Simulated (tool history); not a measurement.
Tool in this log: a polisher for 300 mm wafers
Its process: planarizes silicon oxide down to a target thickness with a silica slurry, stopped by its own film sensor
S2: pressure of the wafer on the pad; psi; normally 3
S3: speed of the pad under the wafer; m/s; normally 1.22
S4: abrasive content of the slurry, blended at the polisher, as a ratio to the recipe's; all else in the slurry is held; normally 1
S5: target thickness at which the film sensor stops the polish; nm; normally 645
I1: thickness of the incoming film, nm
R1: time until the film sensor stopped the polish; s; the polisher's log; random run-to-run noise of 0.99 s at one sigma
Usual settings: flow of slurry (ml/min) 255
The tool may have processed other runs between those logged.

run 1 hour=0 | flow_of_slurry_(ml/min)=255 S2=2.5 S3=1.22 S4=1 S5=645 | I1=857.8 | R1=88
run 2 hour=24.5 | flow_of_slurry_(ml/min)=255 S2=3 S3=1.22 S4=1 S5=703 | I1=858.8 | R1=56.4
run 3 hour=57 | flow_of_slurry_(ml/min)=255 S2=2.3 S3=1.22 S4=1 S5=699 | I1=862 | R1=72.4
-- hour=70.2 head pressure recalibrated
run 4 hour=86.4 | flow_of_slurry_(ml/min)=255 S2=3.6 S3=1.52 S4=0.8 S5=645 | I1=860.3 | R1=60.6
-- hour=142.3 slurry blender recalibrated
run 5 hour=153.7 | flow_of_slurry_(ml/min)=255 S2=3.7 S3=1.22 S4=1.25 S5=645 | I1=859.9 | R1=57.3
run 6 hour=182.6 | flow_of_slurry_(ml/min)=255 S2=3 S3=1.22 S4=1 S5=645 | I1=872.8 | R1=80.3
run 7 hour=212.2 | flow_of_slurry_(ml/min)=255 S2=3 S3=1.22 S4=1 S5=645 | I1=851.3 | R1=70.8
-- hour=251.3 conditioning disc replaced and pad reconditioned
run 8 hour=272.8 | flow_of_slurry_(ml/min)=315 S2=2.2 S3=1.22 S4=1 S5=645 | I1=881.6 | R1=100.2
-- hour=293.6 slurry nozzle cleaned
-- hour=327.4 worn pad replaced by a new one
run 9 hour=342.6 | flow_of_slurry_(ml/min)=255 S2=3 S3=1.22 S4=1 S5=645 | I1=875.7 | R1=82.2
run 10 hour=368.8 | flow_of_slurry_(ml/min)=255 S2=3 S3=1.22 S4=1 S5=645 | I1=885.8 | R1=84.2
run 11 hour=434.9 | flow_of_slurry_(ml/min)=310 S2=3.9 S3=0.88 S4=1 S5=708 | I1=871.2 | R1=61.2
run 12 hour=470.7 | flow_of_slurry_(ml/min)=255 S2=3 S3=1.22 S4=1 S5=645 | I1=872 | R1=81.3
run 13 hour=590 | flow_of_slurry_(ml/min)=255 S2=3.8 S3=1.22 S4=1 S5=645 | I1=875.2 | R1=70.3
-- hour=600.3 slurry blender recalibrated
run 14 hour=647.7 | flow_of_slurry_(ml/min)=315 S2=2.1 S3=1.48 S4=1.15 S5=645 | I1=868.9 | R1=83.4
run 15 hour=677.7 | flow_of_slurry_(ml/min)=335 S2=2.5 S3=1.22 S4=1 S5=645 | I1=861 | R1=87.9
-- hour=691.4 conditioning disc replaced and pad reconditioned
-- hour=727.5 worn pad replaced by a new one
run 16 hour=727.9 | flow_of_slurry_(ml/min)=255 S2=3.6 S3=0.88 S4=1 S5=645 | I1=886.3 | R1=99.1
-- hour=751.8 slurry nozzle cleaned
run 17 hour=754.8 | flow_of_slurry_(ml/min)=255 S2=3.8 S3=1.22 S4=1.25 S5=645 | I1=855.2 | R1=58.2
run 18 hour=798 | flow_of_slurry_(ml/min)=255 S2=3 S3=1.22 S4=1 S5=645 | I1=860.8 | R1=78
run 19 hour=951.1 | flow_of_slurry_(ml/min)=300 S2=3.4 S3=1.22 S4=1 S5=606 | I1=876.1 | R1=90.2
-- hour=1016.1 slurry blender recalibrated
run 20 hour=1019.5 | flow_of_slurry_(ml/min)=255 S2=3 S3=0.96 S4=1 S5=567 | I1=860.7 | R1=132.4
-- hour=1083.3 conditioning disc replaced and pad reconditioned
run 21 hour=1087.2 | flow_of_slurry_(ml/min)=255 S2=2.7 S3=1.22 S4=1 S5=683 | I1=876.4 | R1=77.7
run 22 hour=1121.9 | flow_of_slurry_(ml/min)=255 S2=3 S3=1.42 S4=1.25 S5=645 | I1=880.1 | R1=68.7
-- hour=1133.7 worn pad replaced by a new one
-- hour=1139.6 slurry nozzle cleaned
run 23 hour=1173.3 | flow_of_slurry_(ml/min)=255 S2=2.1 S3=1.22 S4=1 S5=609 | I1=871 | R1=127.3
run 24 hour=1207.5 | flow_of_slurry_(ml/min)=255 S2=3 S3=1.22 S4=1 S5=645 | I1=861.2 | R1=78.8

Below are 5 alternative next runs, each starting from the tool's condition after run 24. Predict each:
run A hour=1207.9 | flow_of_slurry_(ml/min)=255 S2=3 S3=0.88 S4=1 S5=645 | I1=865.5 | R1=?
run B hour=1207.9 | flow_of_slurry_(ml/min)=255 S2=2.7 S3=1.22 S4=1.25 S5=616 | I1=865.5 | R1=?
run C hour=1207.9 | flow_of_slurry_(ml/min)=255 S2=2.6 S3=1.22 S4=1.1 S5=590 | I1=865.5 | R1=?
run D hour=1207.9 | flow_of_slurry_(ml/min)=255 S2=3 S3=1.22 S4=0.85 S5=645 | I1=865.5 | R1=?
run E hour=1207.9 | flow_of_slurry_(ml/min)=255 S2=3 S3=1.38 S4=1.25 S5=568 | I1=865.5 | R1=?

run=A R1=104.7
run=B R1=88.8
run=C R1=106.5
run=D R1=87.8
run=E R1=89
With the hidden condition removed and each run's random variation left untouched, the same runs would have given:
run=A R1=94.8
run=B R1=80.4
run=C R1=96.5
run=D R1=79.5
run=E R1=80.6
